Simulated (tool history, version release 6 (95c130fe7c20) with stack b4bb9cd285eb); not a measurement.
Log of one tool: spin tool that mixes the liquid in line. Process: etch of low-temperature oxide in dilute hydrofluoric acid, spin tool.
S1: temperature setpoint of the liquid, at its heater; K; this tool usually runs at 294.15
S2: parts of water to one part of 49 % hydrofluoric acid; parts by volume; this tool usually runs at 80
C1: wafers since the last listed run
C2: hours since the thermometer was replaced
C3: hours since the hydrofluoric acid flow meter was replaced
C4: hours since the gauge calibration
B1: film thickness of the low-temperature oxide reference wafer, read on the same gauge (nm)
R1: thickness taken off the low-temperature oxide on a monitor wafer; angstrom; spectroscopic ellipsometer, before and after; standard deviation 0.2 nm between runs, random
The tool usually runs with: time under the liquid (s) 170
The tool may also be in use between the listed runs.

Run 1, hour 0.0: usual settings; C1 0; C2 257.6; C3 169.2; C4 832.3; B1 100.03. Result: R1 393.3 angstrom.
Run 2, hour 38.8: usual settings; C1 250; C2 296.4; C3 208.0; C4 871.1; B1 100.01. Result: R1 389.6 angstrom.
Run 3, hour 137.1: usual settings; C1 635; C2 394.7; C3 306.3; C4 969.4; B1 100.02. Result: R1 395.5 angstrom.
Run 4, hour 212.9: usual settings but S2 55 parts by volume; C1 489; C2 470.5; C3 382.1; C4 1045.2; B1 100.00. Result: R1 595.6 angstrom.
Run 5, hour 320.6: usual settings but S2 55 parts by volume; C1 696; C2 578.2; C3 489.8; C4 1152.9; B1 99.99. Result: R1 596.3 angstrom.
Run 6, hour 422.9: usual settings; C1 661; C2 680.5; C3 592.1; C4 1255.2; B1 100.00. Result: R1 404.6 angstrom.
At hour 507.9: thermometer replaced.
Run 7, hour 516.4: usual settings; C1 597; C2 8.5; C3 685.6; C4 1348.7; B1 100.02. Result: R1 393.4 angstrom.
Run 8, hour 593.9: usual settings; C1 500; C2 86.0; C3 763.1; C4 1426.2; B1 99.98. Result: R1 393.4 angstrom.
Run 9, hour 663.1: usual settings; C1 447; C2 155.2; C3 832.3; C4 1495.4; B1 100.01. Result: R1 398.3 angstrom.
Run 10, hour 765.4: usual settings but S2 60 parts by volume; C1 661; C2 257.5; C3 934.6; C4 1597.7; B1 100.01. Result: R1 545.2 angstrom.
Run 11, hour 835.1: usual settings but S2 60 parts by volume; C1 450; C2 327.2; C3 1004.3; C4 1667.4; B1 100.02. Result: R1 547.3 angstrom.
At hour 883.1: gauge calibrated.
Run 12, hour 916.8: usual settings but S2 60 parts by volume; C1 528; C2 408.9; C3 1086.0; C4 33.7; B1 99.97. Result: R1 547.9 angstrom.
Run 13, hour 1006.2: usual settings but S1 291.65 K; C1 577; C2 498.3; C3 1175.4; C4 123.1; B1 99.99. Result: R1 362.4 angstrom.
Run 14, hour 1096.1: usual settings but S1 296.65 K, S2 105 parts by volume, time under the liquid (s) 90; C1 581; C2 588.2; C3 1265.3; C4 213.0; B1 100.02. Result: R1 174.0 angstrom.
Run 15, hour 1145.6: usual settings; C1 319; C2 637.7; C3 1314.8; C4 262.5; B1 100.00. Result: R1 405.8 angstrom.
Run 16, hour 1319.9: usual settings but S1 290.15 K, S2 105 parts by volume, time under the liquid (s) 255; C1 1126; C2 812.0; C3 1489.1; C4 436.8; B1 100.01. Result: R1 384.4 angstrom.
Run 17, hour 1427.7: usual settings; C1 696; C2 919.8; C3 1596.9; C4 544.6; B1 100.00. Result: R1 411.3 angstrom.
At hour 1482.5: thermometer replaced.
Run 18, hour 1532.0: usual settings; C1 667; C2 49.5; C3 1701.2; C4 648.9; B1 99.99. Result: R1 390.5 angstrom.
At hour 1585.4: hydrofluoric acid flow meter replaced.
Run 19, hour 1614.5: usual settings but S2 50 parts by volume, time under the liquid (s) 240; C1 526; C2 132.0; C3 29.1; C4 731.4; B1 100.05. Result: R1 923.6 angstrom.
Run 20, hour 1695.6: usual settings; C1 524; C2 213.1; C3 110.2; C4 812.5; B1 100.01. Result: R1 395.0 angstrom.
Run 21, hour 1747.3: usual settings but S1 290.15 K, time under the liquid (s) 145; C1 334; C2 264.8; C3 161.9; C4 864.2; B1 100.00. Result: R1 284.6 angstrom.
Run 22, hour 1811.4: usual settings but S2 115 parts by volume; C1 414; C2 328.9; C3 226.0; C4 928.3; B1 100.00. Result: R1 265.7 angstrom.
Run 23, hour 1889.2: usual settings but S1 298.65 K, S2 95 parts by volume, time under the liquid (s) 125; C1 502; C2 406.7; C3 303.8; C4 1006.1; B1 100.02. Result: R1 293.7 angstrom.
Run 24, hour 1944.3: usual settings but S1 292.65 K, S2 55 parts by volume, time under the liquid (s) 270; C1 356; C2 461.8; C3 358.9; C4 1061.2; B1 99.99. Result: R1 891.3 angstrom.
Run 25, hour 2044.7: usual settings but time under the liquid (s) 230; C1 648; C2 562.2; C3 459.3; C4 1161.6; B1 100.00. Result: R1 538.9 angstrom.
Run 26, hour 2085.1: usual settings; C1 261; C2 602.6; C3 499.7; C4 1202.0; B1 100.00. Result: R1 404.8 angstrom.

Consider 3 possible next runs. They are alternatives, not a sequence: every one starts from the tool as it was left by run 26. What does each give?
Run A, hour 2085.6: usual settings; C1 3; C2 603.1; C3 500.2; C4 1202.5; B1 ?. Result: R1 ?.
Run B, hour 2085.6: usual settings but S1 296.15 K, S2 40 parts by volume, time under the liquid (s) 215; C1 3; C2 603.1; C3 500.2; C4 1202.5; B1 ?. Result: R1 ?.
Run C, hour 2085.6: usual settings but S1 297.15 K, S2 45 parts by volume, time under the liquid (s) 250; C1 3; C2 603.1; C3 500.2; C4 1202.5; B1 ?. Result: R1 ?.

run     B1      R1
  A  99.99   401.3
  B  99.99  1159.9
  C  99.99  1240.9
What these runs would have given with no unlogged condition in the tool:
run      R1
  A   386.6
  B  1116.7
  C  1195.3

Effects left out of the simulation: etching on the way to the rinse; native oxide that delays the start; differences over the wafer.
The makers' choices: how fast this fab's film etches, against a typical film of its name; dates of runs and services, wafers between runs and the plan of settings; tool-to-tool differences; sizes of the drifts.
